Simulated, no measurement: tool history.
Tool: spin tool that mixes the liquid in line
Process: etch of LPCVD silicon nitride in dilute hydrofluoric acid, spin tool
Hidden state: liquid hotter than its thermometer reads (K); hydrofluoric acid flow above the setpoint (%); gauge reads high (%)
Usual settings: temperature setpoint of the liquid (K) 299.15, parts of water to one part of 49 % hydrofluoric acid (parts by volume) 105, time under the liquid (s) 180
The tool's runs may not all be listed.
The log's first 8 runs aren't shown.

run    hour  temperature setpoint of the liquid (K)  parts of water to one part of 49 % hydrofluoric acid (parts by volume)  time under the liquid (s)  wafers since the last listed run  hours since the thermometer was replaced  hours since the hydrofluoric acid flow meter was replaced  hours since the gauge calibration  read-back film thickness of the LPCVD silicon nitride reference wafer, read on the same gauge (nm)  thickness taken off the LPCVD silicon nitride on a monitor wafer (angstrom)
      382.6  -- thermometer replaced
  9     404                                  296.15                                                                     105                        180                               572                                      21.4                                                     1884.8                              155.8                                                                                             140.009                                                                         7.88
 10     457                                  296.15                                                                     105                        180                               518                                      74.4                                                     1937.8                              208.8                                                                                             139.974                                                                         7.92
 11     517                                  299.15                                                                     105                        180                               586                                     134.4                                                     1997.8                              268.8                                                                                             139.988                                                                        10.17
 12   570.6                                  299.15                                                                     105                        180                               524                                       188                                                     2051.4                              322.4                                                                                             140.002                                                                         9.81
 13   617.1                                  304.15                                                                     135                        145                               454                                     234.5                                                     2097.9                              368.9                                                                                             140.025                                                                         8.59
 14   683.2                                  302.65                                                                     125                        120                               646                                     300.6                                                       2164                                435                                                                                             139.998                                                                         7.09
 15   746.7                                  300.65                                                                     105                        270                               620                                     364.1                                                     2227.5                              498.5                                                                                             140.006                                                                        17.37
 16   780.8                                  299.15                                                                     105                        180                               333                                     398.2                                                     2261.6                              532.6                                                                                             140.003                                                                        10.32
 17   812.9                                  299.15                                                                     105                        180                               313                                     430.3                                                     2293.7                              564.7                                                                                              139.99                                                                        10.35
 18   846.3                                  301.65                                                                     105                        180                               326                                     463.7                                                     2327.1                              598.1                                                                                             139.994                                                                        12.33
 19   887.5                                  300.65                                                                     105                        180                               402                                     504.9                                                     2368.3                              639.3                                                                                             140.024                                                                        11.89
 20   947.4                                  299.15                                                                     105                        180                               585                                     564.8                                                     2428.2                              699.2                                                                                             140.011                                                                        10.91
 21  1009.9                                  299.15                                                                     105                         80                               611                                     627.3                                                     2490.7                              761.7                                                                                             139.995                                                                         4.65
 22  1071.9                                  297.65                                                                     150                        260                               606                                     689.3                                                     2552.7                              823.7                                                                                             140.011                                                                         9.94
 23  1136.1                                  294.15                                                                      70                        115                               627                                     753.5                                                     2616.9                              887.9                                                                                             139.994                                                                          7.4
     1161.3  -- hydrofluoric acid flow meter replaced
 24  1193.9                                  296.15                                                                     130                         75                               555                                     811.3                                                       32.6                              945.7                                                                                              139.99                                                                            3
 25  1242.5                                  299.15                                                                     105                        180                               475                                     859.9                                                       81.2                              994.3                                                                                              139.96                                                                        10.85
 26  1301.9                                  299.15                                                                     105                        180                               580                                     919.3                                                      140.6                             1053.7                                                                                                 140                                                                        10.86
 27  1357.5                                  303.15                                                                     130                        110                               543                                     974.9                                                      196.2                             1109.3                                                                                                 140                                                                         6.99
 28  1417.8                                  301.15                                                                     125                        255                               589                                    1035.2                                                      256.5                             1169.6                                                                                             140.023                                                                        15.18
     1442.5  -- thermometer replaced
 29  1478.6                                  299.15                                                                     150                        130                               584                                      36.1                                                      317.3                             1230.4                                                                                             140.021                                                                         4.94
 30  1532.2                                  299.15                                                                     105                        135                               524                                      89.7                                                      370.9                               1284                                                                                             140.004                                                                         7.09
 31  1577.4                                  297.15                                                                     140                        180                               441                                     134.9                                                      416.1                             1329.2                                                                                             139.983                                                                         6.57
 32  1623.2                                  299.15                                                                     105                        225                               447                                     180.7                                                      461.9                               1375                                                                                             139.985                                                                        13.15
 33  1694.6                                  301.65                                                                      90                        115                               698                                     252.1                                                      533.3                             1446.4                                                                                             139.973                                                                         8.73

3 ways to go on from here, each from the tool as it stands after run 33. What would each give?
  A  1695.1                                  299.15                                                                     105                        180                                 4                                     252.6                                                      533.8                             1446.9                                                                                                   ?                                                                            ?
  B  1695.1                                  299.15                                                                      70                         75                                 4                                     252.6                                                      533.8                             1446.9                                                                                                   ?                                                                            ?
  C  1695.1                                  301.15                                                                     135                        225                                 4                                     252.6                                                      533.8                             1446.9                                                                                                   ?                                                                            ?

run  read-back film thickness of the LPCVD silicon nitride reference wafer, read on the same gauge (nm)  thickness taken off the LPCVD silicon nitride on a monitor wafer (angstrom)
  A                                                                                             139.999                                                                        10.68
  B                                                                                             139.999                                                                         6.66
  C                                                                                             139.999                                                                        11.78
Without the tool's hidden state the same runs would have given:
run  thickness taken off the LPCVD silicon nitride on a monitor wafer (angstrom)
  A                                                                        10.13
  B                                                                         6.31
  C                                                                        11.19

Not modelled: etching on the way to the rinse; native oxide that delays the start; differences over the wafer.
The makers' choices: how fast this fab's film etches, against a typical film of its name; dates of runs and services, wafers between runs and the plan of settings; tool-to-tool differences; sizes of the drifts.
